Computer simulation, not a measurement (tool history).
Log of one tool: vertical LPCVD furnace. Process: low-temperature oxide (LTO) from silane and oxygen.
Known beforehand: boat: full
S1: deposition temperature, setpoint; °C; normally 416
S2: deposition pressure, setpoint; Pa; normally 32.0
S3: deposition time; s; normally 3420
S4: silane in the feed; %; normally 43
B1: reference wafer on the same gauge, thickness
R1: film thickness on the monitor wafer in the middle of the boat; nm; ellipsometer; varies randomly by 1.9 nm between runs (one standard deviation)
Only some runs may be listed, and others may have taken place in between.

run,hour,S1,S2,S3,S4,B1,R1
1,0.0,416,32.0,3420,43,583.77,701.57
2,19.4,410,32.0,3420,43,584.37,662.59
3,41.3,416,32.0,3420,38,583.54,608.16
4,71.3,416,32.0,3960,41,584.42,775.57
5,105.0,416,32.0,4230,47,583.87,949.25
6,129.7,416,32.0,4230,47,583.63,958.85
7,174.2,407,32.0,3420,43,583.89,638.68
# hour 223.5: pressure gauge zeroed
8,224.0,416,32.0,3420,43,583.84,701.88
9,240.0,405,32.0,3420,50,584.45,731.66
10,275.5,426,24.7,4740,43,584.15,828.27
11,305.1,407,32.0,3420,50,583.56,747.00
12,319.3,416,32.0,4500,50,584.39,1067.67
# hour 351.6: silane flow controller replaced
13,352.1,416,32.0,3420,43,584.16,727.40
14,370.8,416,32.0,3420,43,584.61,728.58
15,399.6,416,32.0,3420,43,583.88,727.50
# hour 421.8: gauge calibrated
16,433.7,416,28.0,3420,48,583.28,705.52
17,465.0,416,32.0,2850,49,584.41,679.93
18,477.1,420,30.0,4410,43,583.91,910.01
19,506.5,416,32.0,3420,43,583.74,725.98
20,521.1,416,32.0,3420,43,584.19,721.95
21,548.5,416,35.3,3420,48,583.83,888.27
22,578.3,416,32.0,3420,43,584.32,722.52
23,595.2,411,32.0,3420,39,584.19,614.52
24,611.8,416,32.0,3420,43,584.17,722.23
25,626.2,427,32.0,3030,40,583.93,659.22
26,644.2,416,32.0,3420,43,583.76,718.93
27,659.9,416,34.7,2070,37,583.79,400.64
28,691.0,405,37.3,4170,37,584.54,767.94
29,725.9,416,32.0,2490,40,584.21,484.46
30,753.1,416,32.0,3420,43,583.65,718.45

Forecast each of these 5 alternatives for the next run:
A,758.1,408,32.0,3420,43,?,?
B,758.1,410,32.0,2160,43,?,?
C,758.1,410,32.0,4290,43,?,?
D,758.1,424,24.0,3420,43,?,?
E,758.1,410,27.3,3420,43,?,?

run,B1,R1
A,583.52,662.51
B,583.52,427.22
C,583.52,848.51
D,583.52,584.19
E,583.52,577.79
With the hidden condition removed and each run's random variation left untouched, the same runs would have given:
run,R1
A,662.75
B,427.37
C,848.81
D,584.40
E,577.99
